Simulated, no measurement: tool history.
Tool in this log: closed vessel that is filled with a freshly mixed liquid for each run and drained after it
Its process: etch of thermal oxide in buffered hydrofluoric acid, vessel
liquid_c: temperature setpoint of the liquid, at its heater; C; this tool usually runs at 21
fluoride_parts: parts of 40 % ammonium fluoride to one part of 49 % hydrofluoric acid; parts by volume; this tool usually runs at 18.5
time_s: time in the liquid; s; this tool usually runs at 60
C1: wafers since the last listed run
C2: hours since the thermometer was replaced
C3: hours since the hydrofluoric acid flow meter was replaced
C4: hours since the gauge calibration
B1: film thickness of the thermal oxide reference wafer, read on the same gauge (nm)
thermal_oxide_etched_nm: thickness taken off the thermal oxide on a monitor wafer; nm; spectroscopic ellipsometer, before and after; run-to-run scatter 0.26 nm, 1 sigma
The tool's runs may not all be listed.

Run 1, day 0: usual settings but fluoride_parts 16.5 parts by volume; C1 0; C2 378.5; C3 144.4; C4 1249.3; B1 89.99. Result: thermal_oxide_etched_nm 34.9 nm.
Run 2, day 2.338: usual settings but fluoride_parts 16.5 parts by volume; C1 6356; C2 434.6; C3 200.5; C4 1305.4; B1 89.98. Result: thermal_oxide_etched_nm 34.92 nm.
Run 3, day 6.533: usual settings but fluoride_parts 16.5 parts by volume; C1 11409; C2 535.3; C3 301.2; C4 1406.1; B1 90. Result: thermal_oxide_etched_nm 35.17 nm.
Run 4, day 10.867: usual settings; C1 11783; C2 639.3; C3 405.2; C4 1510.1; B1 89.98. Result: thermal_oxide_etched_nm 30.94 nm.
Run 5, day 15.046: usual settings; C1 11364; C2 739.6; C3 505.5; C4 1610.4; B1 89.96. Result: thermal_oxide_etched_nm 31.33 nm.
Run 6, day 16.796: usual settings but liquid_c 24 C, fluoride_parts 24.5 parts by volume; C1 4758; C2 781.6; C3 547.5; C4 1652.4; B1 89.98. Result: thermal_oxide_etched_nm 29.42 nm.
At day 18.933: hydrofluoric acid flow meter replaced.
Run 7, day 20.346: usual settings but time_s 55 s; C1 9540; C2 866.8; C3 33.9; C4 1737.6; B1 90. Result: thermal_oxide_etched_nm 28.4 nm.
Run 8, day 22.438: usual settings; C1 5687; C2 917; C3 84.1; C4 1787.8; B1 90.01. Result: thermal_oxide_etched_nm 31.25 nm.
At day 25.029: thermometer replaced.
Run 9, day 25.225: usual settings; C1 7466; C2 4.7; C3 151; C4 1854.7; B1 90.04. Result: thermal_oxide_etched_nm 31.18 nm.
Run 10, day 27.758: usual settings but liquid_c 23.5 C; C1 6889; C2 65.5; C3 211.8; C4 1915.5; B1 89.97. Result: thermal_oxide_etched_nm 35.32 nm.
Run 11, day 30.392: usual settings but liquid_c 23.5 C; C1 7160; C2 128.7; C3 275; C4 1978.7; B1 90.01. Result: thermal_oxide_etched_nm 35.77 nm.
At day 31.592: gauge calibrated.
Run 12, day 34.45: usual settings but liquid_c 23.5 C, time_s 35 s; C1 11036; C2 226.1; C3 372.4; C4 68.6; B1 90.03. Result: thermal_oxide_etched_nm 21 nm.
At day 42.617: hydrofluoric acid flow meter replaced.
Run 13, day 45.196: usual settings but liquid_c 23.5 C, time_s 35 s; C1 29108; C2 484; C3 61.9; C4 326.5; B1 90.02. Result: thermal_oxide_etched_nm 20.86 nm.
Run 14, day 47.592: usual settings but liquid_c 24 C; C1 6515; C2 541.5; C3 119.4; C4 384; B1 90.02. Result: thermal_oxide_etched_nm 36.63 nm.
Run 15, day 58.883: usual settings; C1 30706; C2 812.5; C3 390.4; C4 655; B1 89.98. Result: thermal_oxide_etched_nm 31.02 nm.
Run 16, day 61.946: usual settings; C1 8328; C2 886; C3 463.9; C4 728.5; B1 89.99. Result: thermal_oxide_etched_nm 31.54 nm.
Run 17, day 65.592: usual settings but liquid_c 25.5 C; C1 9914; C2 973.5; C3 551.4; C4 816; B1 90. Result: thermal_oxide_etched_nm 39.82 nm.
Run 18, day 67.617: usual settings but fluoride_parts 12.5 parts by volume; C1 5506; C2 1022.1; C3 600; C4 864.6; B1 89.98. Result: thermal_oxide_etched_nm 46.1 nm.
At day 69.567: hydrofluoric acid flow meter replaced.
At day 69.6: thermometer replaced.
Run 19, day 71.092: usual settings but liquid_c 17 C, time_s 35 s; C1 9245; C2 35.8; C3 36.6; C4 948; B1 90.03. Result: thermal_oxide_etched_nm 14.66 nm.
Run 20, day 75.308: usual settings but liquid_c 23 C, fluoride_parts 25.5 parts by volume, time_s 80 s; C1 11466; C2 137; C3 137.8; C4 1049.2; B1 89.98. Result: thermal_oxide_etched_nm 36.83 nm.
Run 21, day 79.329: usual settings but liquid_c 18 C, fluoride_parts 13.5 parts by volume, time_s 40 s; C1 10934; C2 233.5; C3 234.3; C4 1145.7; B1 90. Result: thermal_oxide_etched_nm 23.92 nm.
Run 22, day 83.296: usual settings but fluoride_parts 16.5 parts by volume; C1 10786; C2 328.7; C3 329.5; C4 1240.9; B1 90. Result: thermal_oxide_etched_nm 34.93 nm.
Run 23, day 87.446: usual settings; C1 11285; C2 428.3; C3 429.1; C4 1340.5; B1 90.01. Result: thermal_oxide_etched_nm 31.51 nm.
At day 89.962: hydrofluoric acid flow meter replaced.
Run 24, day 91.296: usual settings but liquid_c 17 C, time_s 80 s; C1 10356; C2 520.7; C3 32; C4 1432.9; B1 90.02. Result: thermal_oxide_etched_nm 33.02 nm.
Run 25, day 94.067: usual settings but liquid_c 18.5 C; C1 7534; C2 587.2; C3 98.5; C4 1499.4; B1 90.02. Result: thermal_oxide_etched_nm 27.05 nm.
Run 26, day 97.246: usual settings but liquid_c 23 C, fluoride_parts 11 parts by volume, time_s 30 s; C1 8645; C2 663.5; C3 174.8; C4 1575.7; B1 90.03. Result: thermal_oxide_etched_nm 28.73 nm.

Hidden condition of the tool, last listed run before each entry between runs versus first listed run after:
In the gap between runs 6 and 7: hydrofluoric acid flow meter replaced (day 18.933)
  no difference in the tool's unlogged condition between these two runs
In the gap between runs 8 and 9: thermometer replaced (day 25.029)
  no difference in the tool's unlogged condition between these two runs
In the gap between runs 11 and 12: gauge calibrated (day 31.592)
  no difference in the tool's unlogged condition between these two runs
In the gap between runs 12 and 13: hydrofluoric acid flow meter replaced (day 42.617)
  no difference in the tool's unlogged condition between these two runs
In the gap between runs 18 and 19: hydrofluoric acid flow meter replaced (day 69.567); thermometer replaced (day 69.6)
  no difference in the tool's unlogged condition between these two runs
In the gap between runs 23 and 24: hydrofluoric acid flow meter replaced (day 89.962)
  no difference in the tool's unlogged condition between these two runs
